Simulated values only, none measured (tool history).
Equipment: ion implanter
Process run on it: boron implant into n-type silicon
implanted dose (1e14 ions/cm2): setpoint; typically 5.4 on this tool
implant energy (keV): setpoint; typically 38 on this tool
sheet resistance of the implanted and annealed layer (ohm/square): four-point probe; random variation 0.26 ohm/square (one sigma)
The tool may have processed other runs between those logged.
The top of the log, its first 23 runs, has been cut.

| run | hour | implanted dose (1e14 ions/cm2) | implant energy (keV) | wafers since the last listed run | hours since the last dose calibration | hours since the extraction supply was calibrated | hours since the gauge calibration | read-back reference wafer on the same gauge, sheet resistance | sheet resistance of the implanted and annealed layer (ohm/square) |
|---|---|---|---|---|---|---|---|---|---|
| 24 | 1174.5 | 4.92 | 28.5 | 1102 | 112.6 | 132.3 | 1758.7 | 162.89 | 194.67 |
|  | 1184.1 | gauge calibrated |
| 25 | 1225 | 4.61 | 50 | 833 | 163.1 | 182.8 | 40.9 | 162.89 | 194.48 |
| 26 | 1280.4 | 4.62 | 34 | 914 | 218.5 | 238.2 | 96.3 | 162.93 | 201.69 |
| 27 | 1318.2 | 7.02 | 38 | 623 | 256.3 | 276 | 134.1 | 162.99 | 142.04 |
| 28 | 1374.3 | 5.4 | 38 | 925 | 312.4 | 332.1 | 190.2 | 163.05 | 176.43 |
| 29 | 1408 | 3.97 | 30 | 556 | 346.1 | 365.8 | 223.9 | 163.06 | 230.88 |
| 30 | 1479.1 | 5.4 | 38 | 1173 | 417.2 | 436.9 | 295 | 163.05 | 176.5 |
| 31 | 1531.3 | 6.58 | 26 | 861 | 469.4 | 489.1 | 347.2 | 162.96 | 155.96 |
| 32 | 1599.6 | 4.62 | 34 | 1127 | 537.7 | 557.4 | 415.5 | 162.86 | 202.95 |
| 33 | 1656.4 | 4.59 | 31 | 937 | 594.5 | 614.2 | 472.3 | 162.92 | 205.83 |

Each row is a separate what-if for the run after 33, all from the same tool condition, not one after another. Results?
| A | 1656.8 | 5.4 | 38 | 6 | 594.9 | 614.6 | 472.7 | ? | ? |
| B | 1656.8 | 3.86 | 27.5 | 6 | 594.9 | 614.6 | 472.7 | ? | ? |
| C | 1656.8 | 6.94 | 26 | 6 | 594.9 | 614.6 | 472.7 | ? | ? |
| D | 1656.8 | 3.8 | 48 | 6 | 594.9 | 614.6 | 472.7 | ? | ? |

| run | read-back reference wafer on the same gauge, sheet resistance | sheet resistance of the implanted and annealed layer (ohm/square) |
|---|---|---|
| A | 162.94 | 177.14 |
| B | 162.94 | 239.82 |
| C | 162.94 | 149.11 |
| D | 162.94 | 229.32 |
What these runs would have given with no unlogged condition in the tool:
| run | sheet resistance of the implanted and annealed layer (ohm/square) |
|---|---|
| A | 174.23 |
| B | 235.97 |
| C | 146.55 |
| D | 225.68 |

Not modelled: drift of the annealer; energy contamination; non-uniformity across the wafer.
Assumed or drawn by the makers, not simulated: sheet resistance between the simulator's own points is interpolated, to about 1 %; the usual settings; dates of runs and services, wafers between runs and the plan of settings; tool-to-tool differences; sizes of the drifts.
